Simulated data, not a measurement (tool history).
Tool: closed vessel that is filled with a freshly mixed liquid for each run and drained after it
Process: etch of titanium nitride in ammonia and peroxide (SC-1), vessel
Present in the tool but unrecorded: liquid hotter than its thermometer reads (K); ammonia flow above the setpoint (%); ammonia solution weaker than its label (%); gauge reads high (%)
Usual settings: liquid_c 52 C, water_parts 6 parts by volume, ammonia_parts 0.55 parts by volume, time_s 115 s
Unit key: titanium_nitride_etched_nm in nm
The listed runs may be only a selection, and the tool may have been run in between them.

run   hour  liquid_c  water_parts  ammonia_parts  time_s  wafers since the last listed run  hours since the thermometer was replaced  hours since the ammonia flow meter was replaced  hours since the drum of ammonia solution was connected  hours since the gauge calibration  read-back film thickness of the titanium nitride reference wafer, read on the same gauge (nm)  titanium_nitride_etched_nm
  1      0        52            6           0.55     115                                 0                                     466.8                                            531.7                                                   120.5                               70.8                                                                                          29.98                        7.52
  2    7.3        52            6           0.55     115                               681                                     474.1                                              539                                                   127.8                               78.1                                                                                          29.98                        7.45
  3   19.2        52            6           0.55     150                              1111                                       486                                            550.9                                                   139.7                                 90                                                                                          30.04                        9.76
  4   31.3        52            6           0.55     150                              1130                                     498.1                                              563                                                   151.8                              102.1                                                                                          30.02                        9.76
  5   41.9        52            6           0.55     115                               990                                     508.7                                            573.6                                                   162.4                              112.7                                                                                          30.01                        7.47
  6   54.2        52            6           0.55     115                              1148                                       521                                            585.9                                                   174.7                                125                                                                                          29.97                        7.49
  7   69.6        52            7           0.55     115                              1438                                     536.4                                            601.3                                                   190.1                              140.4                                                                                             30                        6.96
  8   77.5        52            7           0.55     115                               737                                     544.3                                            609.2                                                     198                              148.3                                                                                          30.01                        6.95
  9   86.3        52            6           0.35     115                               821                                     553.1                                              618                                                   206.8                              157.1                                                                                          29.96                        6.96
 10  104.1        52            6           0.35     115                              1662                                     570.9                                            635.8                                                   224.6                              174.9                                                                                          29.98                        7.01
     107.4  -- new drum of ammonia solution connected
     108.5  -- gauge calibrated
 11  121.1        52            6           0.55     115                              1494                                     587.9                                            652.8                                                    13.7                               12.6                                                                                          30.01                        7.49
 12  128.2        52            6           0.55     115                               663                                       595                                            659.9                                                    20.8                               19.7                                                                                          30.02                        7.48
 13  142.5        52            9           0.75     115                              1335                                     609.3                                            674.2                                                    35.1                                 34                                                                                          29.98                        6.47
 14  152.1        44          8.5           0.75     115                               896                                     618.9                                            683.8                                                    44.7                               43.6                                                                                          30.03                         3.8
 15  169.1        52            6           0.55     115                              1587                                     635.9                                            700.8                                                    61.7                               60.6                                                                                          30.02                        7.53
 16  178.5        57            5           0.55     170                               877                                     645.3                                            710.2                                                    71.1                                 70                                                                                          29.98                       17.01
 17  189.1        45            5            0.8     185                               990                                     655.9                                            720.8                                                    81.7                               80.6                                                                                          29.99                        8.56
     207.8  -- ammonia flow meter replaced
 18  239.1        52            6           0.55     115                              4576                                     705.9                                             31.3                                                   131.7                              130.6                                                                                             30                        7.54
     241.5  -- thermometer replaced
 19  288.8        52            6           0.55     115                              4548                                      47.3                                               81                                                   181.4                              180.3                                                                                          30.04                        7.21
     289.3  -- gauge calibrated
 20    295      42.5            5           0.65     115                               579                                      53.5                                             87.2                                                   187.6                                5.7                                                                                          30.03                        4.08
 21  308.9        46            6           0.55     170                              1298                                      67.4                                            101.1                                                   201.5                               19.6                                                                                             30                        6.96
 22  322.6      56.5            6           0.55     115                              1279                                      81.1                                            114.8                                                   215.2                               33.3                                                                                          29.98                        9.81
     326.2  -- new drum of ammonia solution connected
 23  333.3        45            5            0.8     185                               906                                      91.8                                            125.5                                                     7.1                                 44                                                                                          30.01                        8.15
 24    349        47          8.5           0.55      85                              1466                                     107.5                                            141.2                                                    22.8                               59.7                                                                                          29.97                        3.17

Exercise: give the hidden state of the tool at every run:
ammonia flow above the setpoint (%): 0, the same for each run
ammonia solution weaker than its label (%): 0, the same for each run
gauge reads high (%): 0, the same for each run
H1: liquid hotter than its thermometer reads (K)
run     H1
  1  0.652
  2   0.66
  3  0.673
  4  0.686
  5  0.698
  6  0.711
  7  0.728
  8  0.736
  9  0.746
 10  0.765
 11  0.784
 12  0.791
 13  0.807
 14  0.817
 15  0.836
 16  0.846
 17  0.857
 18  0.912
 19  0.139
 20  0.146
 21  0.161
 22  0.176
 23  0.188
 24  0.205

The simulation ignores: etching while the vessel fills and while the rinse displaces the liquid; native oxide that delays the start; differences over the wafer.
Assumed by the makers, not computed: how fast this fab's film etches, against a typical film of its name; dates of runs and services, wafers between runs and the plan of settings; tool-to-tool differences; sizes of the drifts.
